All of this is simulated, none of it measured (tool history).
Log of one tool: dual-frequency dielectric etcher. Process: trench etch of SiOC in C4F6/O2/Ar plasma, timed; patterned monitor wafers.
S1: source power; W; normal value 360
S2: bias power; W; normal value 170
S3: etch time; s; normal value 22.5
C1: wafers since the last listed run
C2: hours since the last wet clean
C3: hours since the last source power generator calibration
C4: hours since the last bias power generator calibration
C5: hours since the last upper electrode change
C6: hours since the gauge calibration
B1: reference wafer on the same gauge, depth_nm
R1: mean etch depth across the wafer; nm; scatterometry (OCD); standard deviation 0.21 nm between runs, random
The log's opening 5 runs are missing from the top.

Run 6, hour 375.4: usual settings; C1 1248; C2 409.2; C3 2413.9; C4 3783.3; C5 2108.0; C6 2279.4; B1 40.32. Result: R1 46.31 nm.
Run 7, hour 454.0: usual settings; C1 1355; C2 487.8; C3 2492.5; C4 3861.9; C5 2186.6; C6 2358.0; B1 40.30. Result: R1 46.46 nm.
At hour 512.8: bias power generator calibrated.
Run 8, hour 539.0: usual settings; C1 1396; C2 572.8; C3 2577.5; C4 26.2; C5 2271.6; C6 2443.0; B1 40.29. Result: R1 46.43 nm.
Run 9, hour 609.4: usual settings; C1 1214; C2 643.2; C3 2647.9; C4 96.6; C5 2342.0; C6 2513.4; B1 40.28. Result: R1 45.99 nm.
At hour 678.9: wet clean of the chamber.
Run 10, hour 685.5: usual settings but S1 310 W; C1 898; C2 6.6; C3 2724.0; C4 172.7; C5 2418.1; C6 2589.5; B1 40.26. Result: R1 43.28 nm.
Run 11, hour 785.7: usual settings; C1 1727; C2 106.8; C3 2824.2; C4 272.9; C5 2518.3; C6 2689.7; B1 40.32. Result: R1 46.42 nm.
Run 12, hour 849.3: usual settings but S1 440 W, S2 135 W, S3 18.5 s; C1 1096; C2 170.4; C3 2887.8; C4 336.5; C5 2581.9; C6 2753.3; B1 40.35. Result: R1 39.19 nm.
Run 13, hour 935.0: usual settings but S1 390 W; C1 1477; C2 256.1; C3 2973.5; C4 422.2; C5 2667.6; C6 2839.0; B1 40.32. Result: R1 47.43 nm.
Run 14, hour 1001.1: usual settings but S1 420 W, S2 142 W, S3 25.0 s; C1 1139; C2 322.2; C3 3039.6; C4 488.3; C5 2733.7; C6 2905.1; B1 40.35. Result: R1 52.21 nm.
Run 15, hour 1076.1: usual settings; C1 1293; C2 397.2; C3 3114.6; C4 563.3; C5 2808.7; C6 2980.1; B1 40.33. Result: R1 45.92 nm.
Run 16, hour 1165.5: usual settings but S1 300 W, S2 201 W; C1 1541; C2 486.6; C3 3204.0; C4 652.7; C5 2898.1; C6 3069.5; B1 40.35. Result: R1 44.68 nm.
Run 17, hour 1222.7: usual settings but S1 380 W, S2 198 W, S3 20.0 s; C1 986; C2 543.8; C3 3261.2; C4 709.9; C5 2955.3; C6 3126.7; B1 40.29. Result: R1 43.79 nm.

Run 18 is up next; what results do you expect?
Run 18, hour 1267.6: usual settings; C1 774; C2 588.7; C3 3306.1; C4 754.8; C5 3000.2; C6 3171.6; B1 ?. Result: R1 ?.

B1: 40.34
R1: 45.83 nm
Take away the tool's hidden state, keep the run-to-run variation as it was, and the same run would have given R1 46.63 nm.
